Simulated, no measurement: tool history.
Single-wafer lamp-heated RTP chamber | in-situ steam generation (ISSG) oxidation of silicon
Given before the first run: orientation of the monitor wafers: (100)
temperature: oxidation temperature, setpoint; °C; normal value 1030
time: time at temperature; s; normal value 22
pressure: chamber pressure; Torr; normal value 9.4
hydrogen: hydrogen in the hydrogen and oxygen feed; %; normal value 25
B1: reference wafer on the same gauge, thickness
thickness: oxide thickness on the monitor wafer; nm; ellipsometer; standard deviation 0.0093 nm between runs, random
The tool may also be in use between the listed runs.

run 1 hour=0 | temperature=1030 time=20 pressure=9.4 hydrogen=25 | B1=5.833 | thickness=6.001
run 2 hour=9.7 | temperature=1030 time=22 pressure=9.4 hydrogen=25 | B1=5.83 | thickness=6.272
run 3 hour=19.9 | temperature=1030 time=22 pressure=9.7 hydrogen=32 | B1=5.83 | thickness=6.59
run 4 hour=35 | temperature=1030 time=22 pressure=9.7 hydrogen=32 | B1=5.829 | thickness=6.627
-- hour=44.6 pyrometer window cleaned and pyrometer calibrated
run 5 hour=45.1 | temperature=1030 time=22 pressure=9.4 hydrogen=25 | B1=5.832 | thickness=6.24
run 6 hour=50.4 | temperature=1030 time=22 pressure=9.4 hydrogen=25 | B1=5.832 | thickness=6.238
run 7 hour=56.4 | temperature=1030 time=22 pressure=9.4 hydrogen=25 | B1=5.831 | thickness=6.214
run 8 hour=64.4 | temperature=1030 time=22 pressure=9.4 hydrogen=25 | B1=5.832 | thickness=6.229
run 9 hour=76.3 | temperature=1030 time=22 pressure=9.4 hydrogen=25 | B1=5.831 | thickness=6.226
run 10 hour=91.8 | temperature=1030 time=22 pressure=9.4 hydrogen=25 | B1=5.832 | thickness=6.243
run 11 hour=99.8 | temperature=1039 time=22 pressure=9.4 hydrogen=25 | B1=5.829 | thickness=6.533
run 12 hour=122.7 | temperature=1030 time=22 pressure=9.4 hydrogen=25 | B1=5.829 | thickness=6.254
run 13 hour=139.2 | temperature=1030 time=22 pressure=9.4 hydrogen=25 | B1=5.83 | thickness=6.258
-- hour=150.3 gauge calibrated
-- hour=150.7 hydrogen flow controller replaced
run 14 hour=157 | temperature=1030 time=22 pressure=9.4 hydrogen=25 | B1=5.828 | thickness=6.256
run 15 hour=170.2 | temperature=1030 time=22 pressure=9.4 hydrogen=17 | B1=5.832 | thickness=5.749
run 16 hour=202.2 | temperature=1030 time=22 pressure=8.4 hydrogen=25 | B1=5.829 | thickness=6.363
run 17 hour=210.1 | temperature=1030 time=22 pressure=9.4 hydrogen=25 | B1=5.829 | thickness=6.29
run 18 hour=220.8 | temperature=1015 time=22 pressure=9.4 hydrogen=25 | B1=5.829 | thickness=5.835
run 19 hour=260 | temperature=1023 time=22 pressure=9.4 hydrogen=18 | B1=5.829 | thickness=5.656
run 20 hour=274 | temperature=1030 time=16 pressure=9.4 hydrogen=20 | B1=5.834 | thickness=5.115
-- hour=292.7 pressure gauge zeroed
run 21 hour=293.2 | temperature=1030 time=22 pressure=10.2 hydrogen=32 | B1=5.828 | thickness=6.527
run 22 hour=302.5 | temperature=1030 time=22 pressure=9.4 hydrogen=25 | B1=5.831 | thickness=6.298
run 23 hour=311.7 | temperature=1021 time=16 pressure=10.1 hydrogen=22 | B1=5.83 | thickness=4.947
-- hour=324.3 pyrometer window cleaned and pyrometer calibrated
run 24 hour=326.8 | temperature=1022 time=16 pressure=9.4 hydrogen=25 | B1=5.831 | thickness=5.125
run 25 hour=374.3 | temperature=1030 time=22 pressure=9.4 hydrogen=25 | B1=5.83 | thickness=6.245
run 26 hour=381.2 | temperature=1030 time=22 pressure=9.4 hydrogen=25 | B1=5.83 | thickness=6.236
run 27 hour=389.1 | temperature=1030 time=22 pressure=8.9 hydrogen=25 | B1=5.831 | thickness=6.282
run 28 hour=407.1 | temperature=1030 time=22 pressure=8.9 hydrogen=16 | B1=5.831 | thickness=5.702
run 29 hour=423.8 | temperature=1030 time=22 pressure=9.4 hydrogen=25 | B1=5.83 | thickness=6.263

Below are 4 alternative next runs, each starting from the tool's condition after run 29. Predict each:
run A hour=424.2 | temperature=1030 time=22 pressure=9.4 hydrogen=25 | B1=? | thickness=?
run B hour=424.2 | temperature=1030 time=29 pressure=9.4 hydrogen=25 | B1=? | thickness=?
run C hour=424.2 | temperature=1030 time=22 pressure=9.8 hydrogen=16 | B1=? | thickness=?
run D hour=424.2 | temperature=1030 time=22 pressure=10.2 hydrogen=25 | B1=? | thickness=?

run=A B1=5.829 thickness=6.239
run=B B1=5.829 thickness=7.188
run=C B1=5.829 thickness=5.631
run=D B1=5.829 thickness=6.14
With no hidden state in the tool, these same runs would have given:
run=A thickness=6.213
run=B thickness=7.155
run=C thickness=5.607
run=D thickness=6.114
